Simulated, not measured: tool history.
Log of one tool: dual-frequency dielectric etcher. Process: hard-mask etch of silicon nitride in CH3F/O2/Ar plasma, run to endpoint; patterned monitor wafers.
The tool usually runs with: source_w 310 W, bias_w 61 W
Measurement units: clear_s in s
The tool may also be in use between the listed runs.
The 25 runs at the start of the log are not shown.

run,hour,source_w,bias_w,"incoming incoming film thickness, nm",clear_s
26,1326.8,290,61,35.45,57.7
# hour 1344.6: bias power generator calibrated
27,1374.5,260,56,35.56,61.7
28,1445.8,230,51,35.77,66.6
29,1489.2,360,47,35.56,62.0
30,1552.0,240,61,35.34,60.5
31,1601.7,350,73,35.45,52.1
32,1646.8,310,52,35.57,61.6
# hour 1726.3: wet clean of the chamber
33,1726.8,280,69,35.64,56.2
34,1743.7,310,69,35.91,55.1

Below are 5 alternative next runs, each starting from the tool's condition after run 34. Predict each:
A,1744.1,310,61,35.34,?
B,1744.1,340,68,35.34,?
C,1744.1,390,61,35.34,?
D,1744.1,240,56,35.34,?
E,1744.1,360,53,35.34,?

run,clear_s
A,57.9
B,54.5
C,55.3
D,62.8
E,59.5
Stripped of hidden state, with their random variation kept, the same runs would have yielded:
run,clear_s
A,57.9
B,54.5
C,55.3
D,62.8
E,59.5
